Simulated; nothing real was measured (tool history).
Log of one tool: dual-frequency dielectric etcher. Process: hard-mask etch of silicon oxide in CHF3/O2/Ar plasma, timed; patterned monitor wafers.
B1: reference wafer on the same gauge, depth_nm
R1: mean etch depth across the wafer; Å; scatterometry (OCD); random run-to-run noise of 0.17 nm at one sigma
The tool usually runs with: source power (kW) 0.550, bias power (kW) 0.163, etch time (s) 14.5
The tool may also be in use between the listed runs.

run 1 day=0.000 | source_power_(kW)=0.550 bias_power_(kW)=0.144 etch_time_(s)=14.5 | B1=25.80 | R1=242.0
run 2 day=0.825 | source_power_(kW)=0.550 bias_power_(kW)=0.144 etch_time_(s)=14.5 | B1=25.73 | R1=238.6
run 3 day=1.400 | source_power_(kW)=0.550 bias_power_(kW)=0.144 etch_time_(s)=14.5 | B1=25.77 | R1=236.6
run 4 day=2.162 | source_power_(kW)=0.550 bias_power_(kW)=0.163 etch_time_(s)=16.5 | B1=25.75 | R1=276.8
run 5 day=3.533 | source_power_(kW)=0.550 bias_power_(kW)=0.163 etch_time_(s)=16.5 | B1=25.86 | R1=278.1
run 6 day=4.692 | source_power_(kW)=0.550 bias_power_(kW)=0.163 etch_time_(s)=14.5 | B1=25.83 | R1=239.3
run 7 day=5.342 | source_power_(kW)=0.550 bias_power_(kW)=0.163 etch_time_(s)=12.0 | B1=25.81 | R1=199.2
run 8 day=6.429 | source_power_(kW)=0.550 bias_power_(kW)=0.163 etch_time_(s)=12.0 | B1=25.82 | R1=198.2
run 9 day=7.433 | source_power_(kW)=0.480 bias_power_(kW)=0.163 etch_time_(s)=14.5 | B1=25.79 | R1=228.4
run 10 day=8.925 | source_power_(kW)=0.550 bias_power_(kW)=0.163 etch_time_(s)=14.5 | B1=25.78 | R1=257.6
run 11 day=9.167 | source_power_(kW)=0.660 bias_power_(kW)=0.133 etch_time_(s)=13.0 | B1=25.85 | R1=234.5
run 12 day=10.658 | source_power_(kW)=0.620 bias_power_(kW)=0.138 etch_time_(s)=12.5 | B1=25.73 | R1=222.2
run 13 day=11.750 | source_power_(kW)=0.550 bias_power_(kW)=0.163 etch_time_(s)=12.0 | B1=25.77 | R1=208.2
run 14 day=12.412 | source_power_(kW)=0.440 bias_power_(kW)=0.144 etch_time_(s)=14.5 | B1=25.79 | R1=222.7
run 15 day=13.121 | source_power_(kW)=0.590 bias_power_(kW)=0.202 etch_time_(s)=18.5 | B1=25.79 | R1=346.0
run 16 day=13.971 | source_power_(kW)=0.600 bias_power_(kW)=0.163 etch_time_(s)=14.5 | B1=25.84 | R1=259.6
run 17 day=14.850 | source_power_(kW)=0.510 bias_power_(kW)=0.163 etch_time_(s)=10.0 | B1=25.74 | R1=165.9
run 18 day=15.958 | source_power_(kW)=0.550 bias_power_(kW)=0.163 etch_time_(s)=14.5 | B1=25.77 | R1=249.2
run 19 day=17.138 | source_power_(kW)=0.430 bias_power_(kW)=0.176 etch_time_(s)=10.0 | B1=25.74 | R1=155.9
run 20 day=18.588 | source_power_(kW)=0.550 bias_power_(kW)=0.163 etch_time_(s)=16.0 | B1=25.74 | R1=271.9
run 21 day=19.188 | source_power_(kW)=0.550 bias_power_(kW)=0.163 etch_time_(s)=14.5 | B1=25.81 | R1=246.2

Put back what was entered between runs (5 entries, withheld): which listed runs does each sit between, and how does the hidden state differ from the listed run before to the listed run after?
Runs 9 to 10: gauge calibrated (day 8.038); upper electrode replaced (day 8.742); wet clean of the chamber (day 8.904)
  etch rate over this chamber's usual, %: -4.75 -> 0.524
  measured value less the no-hidden-state value, R1: -11.4 -> +1.3 Å
Runs 12 to 13: bias power generator calibrated (day 10.942)
  etch rate over this chamber's usual, %: 0.0615 -> -0.23
  measured value less the no-hidden-state value, R1: +0.2 -> -0.5 Å
Runs 15 to 16: source power generator calibrated (day 13.950)
  etch rate over this chamber's usual, %: -0.595 -> -0.822
  measured value less the no-hidden-state value, R1: -2.1 -> -2.2 Å

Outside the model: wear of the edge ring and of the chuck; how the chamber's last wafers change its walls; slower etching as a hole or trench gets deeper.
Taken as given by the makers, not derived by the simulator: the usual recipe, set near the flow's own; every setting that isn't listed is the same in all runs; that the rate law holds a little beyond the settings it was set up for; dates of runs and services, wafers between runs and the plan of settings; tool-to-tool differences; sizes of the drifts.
